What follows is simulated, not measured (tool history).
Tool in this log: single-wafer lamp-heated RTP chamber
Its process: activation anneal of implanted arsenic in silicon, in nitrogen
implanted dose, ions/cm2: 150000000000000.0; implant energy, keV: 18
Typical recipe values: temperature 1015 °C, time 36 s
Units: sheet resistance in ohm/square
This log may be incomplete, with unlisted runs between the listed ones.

run,hour,temperature,time,"read-back reference wafer on the same gauge, sheet resistance",sheet resistance
1,0,1015,46,578.58,499.51
2,30.3,1015,46,578.72,499.32
3,73.7,1015,46,578.81,499.1
4,116.4,1015,36,579.11,501.06
5,182.2,1015,36,580.28,501.96
6,227.3,1015,36,580.74,503.41
7,260.8,1015,36,581.01,504.52
# hour 303.9: gauge calibrated
8,310.1,1015,25,576.58,501.53
9,349.6,1015,25,576.24,501.02
10,384.1,1015,36,576.41,499.13
# hour 407.2: reflector plate cleaned
11,462.2,1023,57,576.59,493.23
# hour 484.2: pyrometer window cleaned and pyrometer calibrated
12,494.6,1015,53,576.73,497.31
13,551.6,1015,46,576.71,496.53
14,586.8,1035,29,576.52,498.94
15,627.4,1044,45,577.05,489.89
16,657.2,1015,36,576.8,499.03
17,780.3,1025,49,577.97,496.1
18,811.7,994,24,578.37,504.92
19,857,1015,46,578.65,498.8

Branching from run 19: 5 alternative next runs. What would each branch give?
A,857.4,1015,36,?,?
B,857.4,996,43,?,?
C,857.4,1042,24,?,?
D,857.4,1005,20,?,?
E,857.4,1030,52,?,?

run,"read-back reference wafer on the same gauge, sheet resistance",sheet resistance
A,578.48,501.87
B,578.48,503.58
C,578.48,500.13
D,578.48,506.7
E,578.48,494.9
The same runs, with their run-to-run variation unchanged, on a tool lacking any hidden condition would have given:
run,sheet resistance
A,500.5
B,502.2
C,498.76
D,505.31
E,493.54
